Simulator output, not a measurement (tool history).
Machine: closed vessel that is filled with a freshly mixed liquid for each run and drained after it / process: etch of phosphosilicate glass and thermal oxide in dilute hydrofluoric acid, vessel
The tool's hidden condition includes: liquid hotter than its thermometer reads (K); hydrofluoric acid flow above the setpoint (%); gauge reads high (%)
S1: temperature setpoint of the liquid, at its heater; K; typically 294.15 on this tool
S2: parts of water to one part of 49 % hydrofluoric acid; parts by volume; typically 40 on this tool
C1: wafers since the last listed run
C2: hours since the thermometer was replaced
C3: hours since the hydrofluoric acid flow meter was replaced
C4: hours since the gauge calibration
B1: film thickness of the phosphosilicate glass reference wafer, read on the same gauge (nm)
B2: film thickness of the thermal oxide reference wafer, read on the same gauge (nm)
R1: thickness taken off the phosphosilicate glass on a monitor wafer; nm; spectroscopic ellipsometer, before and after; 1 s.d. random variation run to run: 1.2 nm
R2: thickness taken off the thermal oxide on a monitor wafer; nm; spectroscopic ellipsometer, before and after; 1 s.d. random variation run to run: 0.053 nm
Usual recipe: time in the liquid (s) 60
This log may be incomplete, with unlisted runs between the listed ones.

run 1 hour=0 | S1=294.15 S2=40 time_in_the_liquid_(s)=50 | C1=0 C2=1452.1 C3=2146.1 C4=817.3 | B1=39.99 B2=30 | R1=195.25 R2=5.63
-- hour=10 hydrofluoric acid flow meter replaced
run 2 hour=70.7 | S1=294.15 S2=40 time_in_the_liquid_(s)=60 | C1=5529 C2=1522.8 C3=60.7 C4=888 | B1=39.98 B2=30.06 | R1=234.59 R2=6.76
run 3 hour=95.7 | S1=294.15 S2=40 time_in_the_liquid_(s)=60 | C1=1983 C2=1547.8 C3=85.7 C4=913 | B1=40.04 B2=30 | R1=235.3 R2=6.73
-- hour=193.6 thermometer replaced
run 4 hour=217 | S1=294.15 S2=40 time_in_the_liquid_(s)=60 | C1=9544 C2=23.4 C3=207 C4=1034.3 | B1=39.99 B2=30 | R1=239.37 R2=6.79
run 5 hour=245 | S1=292.65 S2=40 time_in_the_liquid_(s)=60 | C1=2221 C2=51.4 C3=235 C4=1062.3 | B1=40 B2=29.98 | R1=225.47 R2=6.51
run 6 hour=280.9 | S1=292.65 S2=40 time_in_the_liquid_(s)=60 | C1=2848 C2=87.3 C3=270.9 C4=1098.2 | B1=40.02 B2=29.97 | R1=226.46 R2=6.46
run 7 hour=308 | S1=290.15 S2=55 time_in_the_liquid_(s)=45 | C1=2150 C2=114.4 C3=298 C4=1125.3 | B1=40.02 B2=29.99 | R1=108.34 R2=3.08
run 8 hour=343.9 | S1=294.15 S2=40 time_in_the_liquid_(s)=60 | C1=2848 C2=150.3 C3=333.9 C4=1161.2 | B1=40.02 B2=30.02 | R1=242.54 R2=6.82
run 9 hour=369.5 | S1=290.15 S2=55 time_in_the_liquid_(s)=45 | C1=2031 C2=175.9 C3=359.5 C4=1186.8 | B1=40 B2=29.98 | R1=108.5 R2=3.1
-- hour=372.7 gauge calibrated
run 10 hour=404.6 | S1=298.65 S2=40 time_in_the_liquid_(s)=30 | C1=2784 C2=211 C3=394.6 C4=31.9 | B1=39.97 B2=30.04 | R1=145.81 R2=4.22
run 11 hour=446.8 | S1=297.65 S2=35 time_in_the_liquid_(s)=30 | C1=3348 C2=253.2 C3=436.8 C4=74.1 | B1=40.01 B2=30.01 | R1=162.11 R2=4.53
run 12 hour=479.6 | S1=294.15 S2=25 time_in_the_liquid_(s)=45 | C1=2602 C2=286 C3=469.6 C4=106.9 | B1=39.98 B2=29.96 | R1=297.43 R2=8.49
run 13 hour=525.5 | S1=297.15 S2=45 time_in_the_liquid_(s)=60 | C1=3641 C2=331.9 C3=515.5 C4=152.8 | B1=40 B2=29.97 | R1=242.91 R2=6.81
run 14 hour=571.4 | S1=294.15 S2=40 time_in_the_liquid_(s)=60 | C1=3641 C2=377.8 C3=561.4 C4=198.7 | B1=40.01 B2=30.01 | R1=244.49 R2=6.95
run 15 hour=616.3 | S1=294.15 S2=40 time_in_the_liquid_(s)=60 | C1=3562 C2=422.7 C3=606.3 C4=243.6 | B1=39.98 B2=29.98 | R1=242.9 R2=6.89
-- hour=665.2 thermometer replaced, repeated, since the last time left the tool worse
run 16 hour=670.3 | S1=290.15 S2=40 time_in_the_liquid_(s)=60 | C1=4204 C2=5.1 C3=660.3 C4=297.6 | B1=39.97 B2=29.94 | R1=196.59 R2=5.54
run 17 hour=734.7 | S1=296.15 S2=55 time_in_the_liquid_(s)=30 | C1=5109 C2=69.5 C3=724.7 C4=362 | B1=39.98 B2=30.04 | R1=89.34 R2=2.56
run 18 hour=786.5 | S1=297.65 S2=60 time_in_the_liquid_(s)=35 | C1=4109 C2=121.3 C3=776.5 C4=413.8 | B1=40.01 B2=30.02 | R1=101.35 R2=2.88
run 19 hour=856.6 | S1=295.65 S2=35 time_in_the_liquid_(s)=35 | C1=5561 C2=191.4 C3=846.6 C4=483.9 | B1=40 B2=29.99 | R1=165.52 R2=4.67
run 20 hour=1002.8 | S1=294.15 S2=40 time_in_the_liquid_(s)=60 | C1=11599 C2=337.6 C3=992.8 C4=630.1 | B1=39.97 B2=30.01 | R1=233.08 R2=6.51
run 21 hour=1036 | S1=290.65 S2=40 time_in_the_liquid_(s)=60 | C1=2634 C2=370.8 C3=1026 C4=663.3 | B1=40 B2=30.01 | R1=197.69 R2=5.67
run 22 hour=1062.4 | S1=294.15 S2=40 time_in_the_liquid_(s)=60 | C1=2094 C2=397.2 C3=1052.4 C4=689.7 | B1=39.99 B2=30.01 | R1=231.5 R2=6.66
run 23 hour=1091.7 | S1=290.15 S2=40 time_in_the_liquid_(s)=60 | C1=2324 C2=426.5 C3=1081.7 C4=719 | B1=39.98 B2=29.99 | R1=196.17 R2=5.46
run 24 hour=1136.3 | S1=294.15 S2=40 time_in_the_liquid_(s)=45 | C1=3538 C2=471.1 C3=1126.3 C4=763.6 | B1=40.02 B2=29.99 | R1=175.25 R2=4.97

Forecast each of these 5 alternatives for the next run:
run A hour=1137 | S1=294.15 S2=40 time_in_the_liquid_(s)=30 | C1=55 C2=471.8 C3=1127 C4=764.3 | B1=? B2=? | R1=? R2=?
run B hour=1137 | S1=292.65 S2=50 time_in_the_liquid_(s)=60 | C1=55 C2=471.8 C3=1127 C4=764.3 | B1=? B2=? | R1=? R2=?
run C hour=1137 | S1=298.65 S2=55 time_in_the_liquid_(s)=45 | C1=55 C2=471.8 C3=1127 C4=764.3 | B1=? B2=? | R1=? R2=?
run D hour=1137 | S1=299.15 S2=40 time_in_the_liquid_(s)=60 | C1=55 C2=471.8 C3=1127 C4=764.3 | B1=? B2=? | R1=? R2=?
run E hour=1137 | S1=291.65 S2=55 time_in_the_liquid_(s)=90 | C1=55 C2=471.8 C3=1127 C4=764.3 | B1=? B2=? | R1=? R2=?

run=A B1=40 B2=30 R1=115.2 R2=3.3
run=B B1=40 B2=30 R1=170.84 R2=4.9
run=C B1=40 B2=30 R1=148.48 R2=4.26
run=D B1=40 B2=30 R1=283.67 R2=8.13
run=E B1=40 B2=30 R1=221.93 R2=6.36
The same runs, with their run-to-run variation unchanged, on a tool lacking any hidden condition would have given:
run=A R1=114.47 R2=3.28
run=B R1=169.76 R2=4.87
run=C R1=147.58 R2=4.23
run=D R1=281.94 R2=8.08
run=E R1=220.51 R2=6.32
